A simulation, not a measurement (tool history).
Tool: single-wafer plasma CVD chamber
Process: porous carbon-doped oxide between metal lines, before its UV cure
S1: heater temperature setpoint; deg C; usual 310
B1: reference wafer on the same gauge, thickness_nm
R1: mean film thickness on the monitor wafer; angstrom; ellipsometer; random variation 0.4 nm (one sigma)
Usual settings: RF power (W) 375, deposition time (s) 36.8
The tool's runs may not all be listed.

run 1 hour=0.0 | S1=310 RF_power_(W)=315 deposition_time_(s)=41.1 | B1=169.493 | R1=1448.92
run 2 hour=48.9 | S1=310 RF_power_(W)=315 deposition_time_(s)=41.1 | B1=169.817 | R1=1441.90
run 3 hour=108.0 | S1=310 RF_power_(W)=375 deposition_time_(s)=36.8 | B1=170.355 | R1=1503.80
run 4 hour=162.3 | S1=310 RF_power_(W)=375 deposition_time_(s)=36.8 | B1=170.565 | R1=1509.35
run 5 hour=203.3 | S1=310 RF_power_(W)=375 deposition_time_(s)=36.8 | B1=170.864 | R1=1523.35
-- hour=245.8 gauge calibrated
-- hour=248.4 showerhead replaced
run 6 hour=271.9 | S1=310 RF_power_(W)=375 deposition_time_(s)=36.8 | B1=166.696 | R1=1474.01
run 7 hour=335.8 | S1=310 RF_power_(W)=375 deposition_time_(s)=36.8 | B1=167.093 | R1=1485.40
run 8 hour=375.5 | S1=310 RF_power_(W)=315 deposition_time_(s)=41.1 | B1=167.420 | R1=1417.66
-- hour=430.9 RF generator calibrated
run 9 hour=442.2 | S1=304 RF_power_(W)=375 deposition_time_(s)=36.8 | B1=167.899 | R1=1545.96
run 10 hour=504.3 | S1=320 RF_power_(W)=375 deposition_time_(s)=39.6 | B1=168.309 | R1=1515.22
-- hour=543.9 thermocouple changed; heater temperature recalibrated
run 11 hour=572.9 | S1=305 RF_power_(W)=435 deposition_time_(s)=34.7 | B1=168.739 | R1=1649.26
run 12 hour=632.8 | S1=314 RF_power_(W)=340 deposition_time_(s)=36.8 | B1=169.199 | R1=1341.30
run 13 hour=686.3 | S1=310 RF_power_(W)=375 deposition_time_(s)=30.8 | B1=169.400 | R1=1262.12
run 14 hour=728.5 | S1=305 RF_power_(W)=435 deposition_time_(s)=36.8 | B1=169.737 | R1=1756.52
run 15 hour=768.2 | S1=310 RF_power_(W)=395 deposition_time_(s)=32.8 | B1=170.010 | R1=1410.64

Some steps in R1 between neighbouring runs. How much of each would the tool show without its hidden state too (settings, what came in, random variation), and how much is left for the hidden state, with any gauge scatter that isn't in both results?
The hidden state here: wafer temperature above the value expected at the setpoint (K); delivered RF power above the setpoint (%); gauge reads high (%).
Run 5 -> 6: gauge calibrated, showerhead replaced. R1 -49.34 angstrom: hidden state -36.91, all else -12.43.
Run 13 -> 14: S1 310 -> 305, RF power (W) 375 -> 435, deposition time (s) 30.8 -> 36.8. R1 +494.40 angstrom: hidden state +10.20, all else +484.20.
